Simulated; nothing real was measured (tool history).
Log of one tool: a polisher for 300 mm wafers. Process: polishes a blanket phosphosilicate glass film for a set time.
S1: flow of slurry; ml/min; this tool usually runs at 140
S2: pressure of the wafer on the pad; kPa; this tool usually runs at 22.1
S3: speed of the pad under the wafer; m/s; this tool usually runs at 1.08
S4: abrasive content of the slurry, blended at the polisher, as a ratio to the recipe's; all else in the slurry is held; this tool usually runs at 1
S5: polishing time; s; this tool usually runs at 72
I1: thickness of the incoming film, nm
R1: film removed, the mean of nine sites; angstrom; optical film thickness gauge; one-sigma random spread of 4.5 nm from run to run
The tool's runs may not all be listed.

| run | hour | S1 | S2 | S3 | S4 | S5 | I1 | R1 |
|---|---|---|---|---|---|---|---|---|
| 1 | 0 | 140 | 22.1 | 1.08 | 1 | 72 | 4503.4 | 6487 |
|  | 12.4 | slurry nozzle cleaned |
|  | 43.1 | conditioning disc replaced and pad reconditioned |
|  | 44.9 | worn pad replaced by a new one |
| 2 | 45.4 | 140 | 22.1 | 1.08 | 1 | 72 | 4622.8 | 6823 |
| 3 | 113.7 | 140 | 22.1 | 1.08 | 0.9 | 72 | 4549.7 | 6277 |
|  | 130.8 | slurry blender recalibrated |
| 4 | 183.9 | 140 | 22.1 | 1.08 | 1 | 72 | 4513.7 | 6648 |
| 5 | 224 | 140 | 22.1 | 1.08 | 1 | 72 | 4547.6 | 6574 |
|  | 280.3 | slurry nozzle cleaned |
| 6 | 287.8 | 130 | 22.1 | 1.08 | 1 | 72 | 4528 | 6453 |
|  | 303.2 | worn pad replaced by a new one |
| 7 | 353.7 | 130 | 22.1 | 1.08 | 1 | 72 | 4615.8 | 6387 |
| 8 | 412.7 | 140 | 22.1 | 1.08 | 1 | 72 | 4480.7 | 6294 |
|  | 447.1 | slurry blender recalibrated |
| 9 | 447.6 | 140 | 22.1 | 1.08 | 1.1 | 72 | 4500.3 | 6602 |
|  | 468.4 | head pressure recalibrated |
| 10 | 488.6 | 140 | 22.1 | 1.08 | 1 | 72 | 4557.8 | 6945 |
| 11 | 531.3 | 140 | 24.1 | 1.08 | 1 | 72 | 4499 | 7550 |
|  | 557.2 | worn pad replaced by a new one |
| 12 | 567 | 140 | 22.1 | 0.78 | 1 | 72 | 4489.5 | 5414 |
|  | 588.3 | slurry nozzle cleaned |
| 13 | 601.2 | 140 | 22.1 | 1.08 | 1 | 72 | 4526.9 | 6840 |
|  | 642.5 | conditioning disc replaced and pad reconditioned |
| 14 | 670 | 140 | 22.1 | 1.08 | 1 | 72 | 4509.3 | 7247 |
|  | 704.7 | slurry blender recalibrated |
| 15 | 735.6 | 140 | 16.5 | 1.42 | 0.9 | 80 | 4461.1 | 7197 |
| 16 | 780.2 | 140 | 24.8 | 1.08 | 1 | 72 | 4535.5 | 7875 |
| 17 | 813.8 | 175 | 17.2 | 1.28 | 1 | 52 | 4494.1 | 4786 |
| 18 | 858.9 | 140 | 22.1 | 1.08 | 1.25 | 52 | 4561.3 | 5688 |
|  | 866.1 | slurry nozzle cleaned |
|  | 867.8 | worn pad replaced by a new one |
| 19 | 918.5 | 175 | 22.1 | 1.08 | 0.9 | 72 | 4506.2 | 6639 |
| 20 | 972.3 | 140 | 22.1 | 1.08 | 1 | 72 | 4464.6 | 6816 |
|  | 1025.7 | slurry blender recalibrated |
| 21 | 1037.2 | 175 | 24.8 | 1.08 | 1 | 72 | 4436.7 | 7739 |
| 22 | 1064.7 | 140 | 22.1 | 0.78 | 1.1 | 72 | 4525 | 5640 |
| 23 | 1116.8 | 140 | 22.1 | 1.08 | 1 | 72 | 4545.5 | 6756 |
|  | 1145.4 | worn pad replaced by a new one |
| 24 | 1157.8 | 190 | 22.1 | 1.08 | 1 | 72 | 4567.2 | 6983 |
| 25 | 1188.1 | 140 | 22.1 | 1.26 | 1 | 72 | 4475.7 | 7488 |
|  | 1202.1 | slurry nozzle cleaned |
|  | 1227.1 | conditioning disc replaced and pad reconditioned |
| 26 | 1246.5 | 140 | 22.1 | 1.08 | 1 | 47 | 4543.3 | 4609 |

Per-run results on a tool with no hidden state, each run keeping its own random variation:
The hidden state here: removal rate lost through wear of the pad, %; slurry flow missing at the pad, %; deviation of the head's pressure from its setpoint, %; abrasive missing from the slurry, %; time polished since the conditioner stopped cutting, s.
| run | R1 |
|---|---|
| 1 | 7152 |
| 2 | 7214 |
| 3 | 6733 |
| 4 | 7241 |
| 5 | 7224 |
| 6 | 7194 |
| 7 | 7230 |
| 8 | 7224 |
| 9 | 7641 |
| 10 | 7208 |
| 11 | 7904 |
| 12 | 5579 |
| 13 | 7184 |
| 14 | 7228 |
| 15 | 7244 |
| 16 | 7991 |
| 17 | 4862 |
| 18 | 5822 |
| 19 | 6855 |
| 20 | 7094 |
| 21 | 8177 |
| 22 | 5877 |
| 23 | 7193 |
| 24 | 7484 |
| 25 | 8142 |
| 26 | 4726 |
